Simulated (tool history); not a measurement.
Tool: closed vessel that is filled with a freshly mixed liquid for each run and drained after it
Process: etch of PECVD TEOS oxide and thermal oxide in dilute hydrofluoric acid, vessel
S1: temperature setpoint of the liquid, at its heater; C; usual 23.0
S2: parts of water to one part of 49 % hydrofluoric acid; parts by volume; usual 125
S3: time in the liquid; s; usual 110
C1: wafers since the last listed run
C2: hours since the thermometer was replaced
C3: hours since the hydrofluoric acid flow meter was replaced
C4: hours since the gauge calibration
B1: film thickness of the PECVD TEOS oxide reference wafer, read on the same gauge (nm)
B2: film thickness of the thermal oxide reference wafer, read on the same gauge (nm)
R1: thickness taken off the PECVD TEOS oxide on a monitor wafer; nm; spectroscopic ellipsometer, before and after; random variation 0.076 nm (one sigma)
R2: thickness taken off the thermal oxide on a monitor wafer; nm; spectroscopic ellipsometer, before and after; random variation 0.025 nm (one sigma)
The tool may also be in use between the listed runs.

Run 1, hour 0.0: usual settings but S1 21.0 C, S3 90 s; C1 0; C2 2247.0; C3 705.1; C4 295.4; B1 70.00; B2 59.986. Result: R1 8.77 nm, R2 2.849 nm.
Run 2, hour 32.2: usual settings but S1 21.0 C, S3 90 s; C1 1959; C2 2279.2; C3 737.3; C4 327.6; B1 70.03; B2 59.973. Result: R1 8.61 nm, R2 2.854 nm.
Run 3, hour 58.3: usual settings; C1 1588; C2 2305.3; C3 763.4; C4 353.7; B1 70.01; B2 60.039. Result: R1 11.66 nm, R2 3.763 nm.
Run 4, hour 91.7: usual settings; C1 2032; C2 2338.7; C3 796.8; C4 387.1; B1 70.01; B2 60.034. Result: R1 11.67 nm, R2 3.819 nm.
Run 5, hour 109.7: usual settings but S1 20.0 C; C1 1095; C2 2356.7; C3 814.8; C4 405.1; B1 70.01; B2 59.974. Result: R1 10.30 nm, R2 3.365 nm.
Run 6, hour 125.1: usual settings; C1 937; C2 2372.1; C3 830.2; C4 420.5; B1 69.99; B2 59.979. Result: R1 11.51 nm, R2 3.750 nm.
Run 7, hour 159.2: usual settings; C1 2075; C2 2406.2; C3 864.3; C4 454.6; B1 69.99; B2 60.060. Result: R1 11.58 nm, R2 3.809 nm.
Run 8, hour 186.2: usual settings; C1 1643; C2 2433.2; C3 891.3; C4 481.6; B1 70.04; B2 60.050. Result: R1 11.81 nm, R2 3.824 nm.
Run 9, hour 208.8: usual settings; C1 1375; C2 2455.8; C3 913.9; C4 504.2; B1 70.00; B2 59.987. Result: R1 11.64 nm, R2 3.832 nm.
Run 10, hour 227.5: usual settings but S2 145 parts by volume; C1 1138; C2 2474.5; C3 932.6; C4 522.9; B1 70.01; B2 60.009. Result: R1 9.77 nm, R2 3.168 nm.
Run 11, hour 249.1: usual settings but S1 19.5 C, S2 170 parts by volume, S3 70 s; C1 1314; C2 2496.1; C3 954.2; C4 544.5; B1 70.01; B2 60.025. Result: R1 4.57 nm, R2 1.460 nm.
At hour 285.5: hydrofluoric acid flow meter replaced.
Run 12, hour 286.0: usual settings; C1 2185; C2 2533.0; C3 0.5; C4 581.4; B1 70.01; B2 59.994. Result: R1 11.63 nm, R2 3.808 nm.
At hour 286.7: gauge calibrated.
Run 13, hour 299.9: usual settings but S1 21.0 C, S2 80 parts by volume; C1 846; C2 2546.9; C3 14.4; C4 13.2; B1 70.00; B2 59.969. Result: R1 17.82 nm, R2 5.870 nm.
Run 14, hour 320.5: usual settings but S2 90 parts by volume, S3 145 s; C1 1253; C2 2567.5; C3 35.0; C4 33.8; B1 70.02; B2 59.988. Result: R1 22.12 nm, R2 7.332 nm.
Run 15, hour 336.2: usual settings but S2 90 parts by volume, S3 145 s; C1 955; C2 2583.2; C3 50.7; C4 49.5; B1 69.99; B2 59.968. Result: R1 22.14 nm, R2 7.268 nm.
At hour 355.7: thermometer replaced.
Run 16, hour 357.7: usual settings but S1 27.5 C, S2 175 parts by volume, S3 135 s; C1 1247; C2 2.0; C3 72.2; C4 71.0; B1 70.00; B2 59.969. Result: R1 10.51 nm, R2 3.435 nm.
Run 17, hour 383.6: usual settings but S3 130 s; C1 1576; C2 27.9; C3 98.1; C4 96.9; B1 69.98; B2 60.025. Result: R1 12.62 nm, R2 4.140 nm.
Run 18, hour 406.0: usual settings; C1 1363; C2 50.3; C3 120.5; C4 119.3; B1 70.01; B2 59.952. Result: R1 10.76 nm, R2 3.518 nm.
Run 19, hour 420.3: usual settings but S1 20.5 C, S2 175 parts by volume, S3 175 s; C1 870; C2 64.6; C3 134.8; C4 133.6; B1 69.98; B2 59.973. Result: R1 10.44 nm, R2 3.442 nm.
Run 20, hour 455.5: usual settings; C1 2142; C2 99.8; C3 170.0; C4 168.8; B1 70.00; B2 60.028. Result: R1 10.85 nm, R2 3.556 nm.
Run 21, hour 479.2: usual settings; C1 1442; C2 123.5; C3 193.7; C4 192.5; B1 69.98; B2 59.931. Result: R1 10.78 nm, R2 3.537 nm.
Run 22, hour 543.9: usual settings; C1 3937; C2 188.2; C3 258.4; C4 257.2; B1 69.98; B2 59.989. Result: R1 10.81 nm, R2 3.553 nm.
Run 23, hour 560.1: usual settings but S1 26.5 C, S3 155 s; C1 986; C2 204.4; C3 274.6; C4 273.4; B1 70.02; B2 59.982. Result: R1 17.57 nm, R2 5.757 nm.
Run 24, hour 584.0: usual settings; C1 1454; C2 228.3; C3 298.5; C4 297.3; B1 70.00; B2 59.967. Result: R1 10.80 nm, R2 3.555 nm.
Run 25, hour 607.3: usual settings but S1 20.5 C, S2 180 parts by volume, S3 150 s; C1 1418; C2 251.6; C3 321.8; C4 320.6; B1 70.02; B2 60.045. Result: R1 8.76 nm, R2 2.851 nm.

Run 26 comes next. What will it give?
Run 26, hour 642.4: usual settings but S1 27.0 C, S3 155 s; C1 2136; C2 286.7; C3 356.9; C4 355.7; B1 ?; B2 ?. Result: R1 ?, R2 ?.

Run 26 gave B1 70.00, B2 59.985, R1 17.86 nm, R2 5.797 nm.
Without the tool's hidden state the same run would have given R1 17.52 nm, R2 5.687 nm.
